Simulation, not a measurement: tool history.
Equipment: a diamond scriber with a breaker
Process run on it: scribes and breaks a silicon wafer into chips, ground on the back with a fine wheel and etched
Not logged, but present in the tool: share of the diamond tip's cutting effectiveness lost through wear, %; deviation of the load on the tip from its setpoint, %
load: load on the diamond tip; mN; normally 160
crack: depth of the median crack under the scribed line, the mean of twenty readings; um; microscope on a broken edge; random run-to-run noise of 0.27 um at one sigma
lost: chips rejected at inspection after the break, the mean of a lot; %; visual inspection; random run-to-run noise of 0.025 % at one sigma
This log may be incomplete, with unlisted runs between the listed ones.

run,hour,load,wafers since the last listed run,hours since the diamond tip was replaced,hours since the load on the tip was calibrated,"incoming depth of the damage left on the back of the incoming wafer, um",crack,lost
1,0.0,160,0,284.5,454.7,0.37,14.09,1.48
# hour 6.7: diamond tip replaced by a new one
2,67.8,176,257,61.1,522.5,0.33,16.52,0.75
3,86.8,176,74,80.1,541.5,0.48,16.59,0.76
4,120.0,160,129,113.3,574.7,0.75,14.94,0.45
5,135.9,160,62,129.2,590.6,0.36,15.19,0.42
6,151.9,183,62,145.2,606.6,0.70,16.51,0.96
7,182.1,183,118,175.4,636.8,0.63,16.48,0.77
8,208.6,140,103,201.9,663.3,0.67,12.97,2.92
9,234.3,140,100,227.6,689.0,0.48,12.89,3.05
10,262.4,149,109,255.7,717.1,0.61,13.39,2.17
11,289.0,149,104,282.3,743.7,0.70,13.15,2.60
# hour 304.4: diamond tip replaced by a new one
12,311.7,175,80,7.3,766.4,0.36,16.42,0.76
13,328.6,175,66,24.2,783.3,0.61,16.59,0.74
14,358.6,175,117,54.2,813.3,0.69,16.21,0.64
15,381.9,160,91,77.5,836.6,0.51,14.76,0.46
16,396.5,160,57,92.1,851.2,0.53,15.21,0.40
17,411.2,160,57,106.8,865.9,0.60,15.10,0.43
18,433.2,160,86,128.8,887.9,0.50,14.95,0.50
19,466.4,160,129,162.0,921.1,0.38,15.32,0.49
20,496.9,193,119,192.5,951.6,0.57,17.15,1.34
21,517.6,134,80,213.2,972.3,0.76,12.36,4.17
22,535.9,115,71,231.5,990.6,0.34,10.74,10.70
# hour 548.7: diamond tip replaced by a new one, of another model than before
23,557.8,194,77,9.1,1012.5,0.76,16.60,1.06
24,576.3,160,72,27.6,1031.0,0.67,15.18,0.41
# hour 608.9: load on the tip recalibrated
25,609.4,117,121,60.7,0.5,0.50,13.41,2.32
26,633.0,160,92,84.3,24.1,0.63,15.04,0.39
27,666.7,160,131,118.0,57.8,0.72,15.08,0.45
28,691.2,135,95,142.5,82.3,0.69,14.45,1.22
29,716.5,192,98,167.8,107.6,0.74,16.80,0.52
30,737.5,130,82,188.8,128.6,0.78,13.78,1.92
31,771.8,191,134,223.1,162.9,0.76,16.18,0.39
32,803.9,160,125,255.2,195.0,0.61,14.56,1.18
# hour 820.8: diamond tip replaced by a new one
33,821.3,179,60,0.5,212.4,0.55,15.74,0.47
34,836.2,137,58,15.4,227.3,0.71,14.30,1.18
35,862.0,132,100,41.2,253.1,0.44,13.93,1.31
36,884.7,160,88,63.9,275.8,0.41,15.00,0.45
37,912.8,172,109,92.0,303.9,0.65,14.95,0.39
38,926.4,195,53,105.6,317.5,0.60,16.59,0.80

Entry by entry between the runs, the difference in hidden state between the last listed run before and the first listed run after:
Logged between run 1 and run 2: diamond tip replaced by a new one (hour 6.7)
  share of the diamond tip's cutting effectiveness lost through wear, %: 15.1 -> 1.11
  measured minus no-state result, crack: -1.62 -> -0.12 um; lost: +1.09 -> -0.09 %
Logged between run 11 and run 12: diamond tip replaced by a new one (hour 304.4)
  share of the diamond tip's cutting effectiveness lost through wear, %: 14.8 -> 1.46
  measured minus no-state result, crack: -1.49 -> -0.16 um; lost: +1.95 -> -0.12 %
Logged between run 22 and run 23: diamond tip replaced by a new one, of another model than before (hour 548.7)
  share of the diamond tip's cutting effectiveness lost through wear, %: 11.1 -> 0.95
  measured minus no-state result, crack: -0.88 -> -0.10 um; lost: +3.87 -> -0.11 %
Logged between run 24 and run 25: load on the tip recalibrated (hour 608.9)
  share of the diamond tip's cutting effectiveness lost through wear, %: 1.07 -> 1.6
  measured minus no-state result, crack: -0.11 -> -0.14 um; lost: +0.01 -> +0.27 %
Logged between run 32 and run 33: diamond tip replaced by a new one (hour 820.8)
  share of the diamond tip's cutting effectiveness lost through wear, %: 12.7 -> 2.63
  measured minus no-state result, crack: -1.37 -> -0.28 um; lost: +0.77 -> -0.13 %
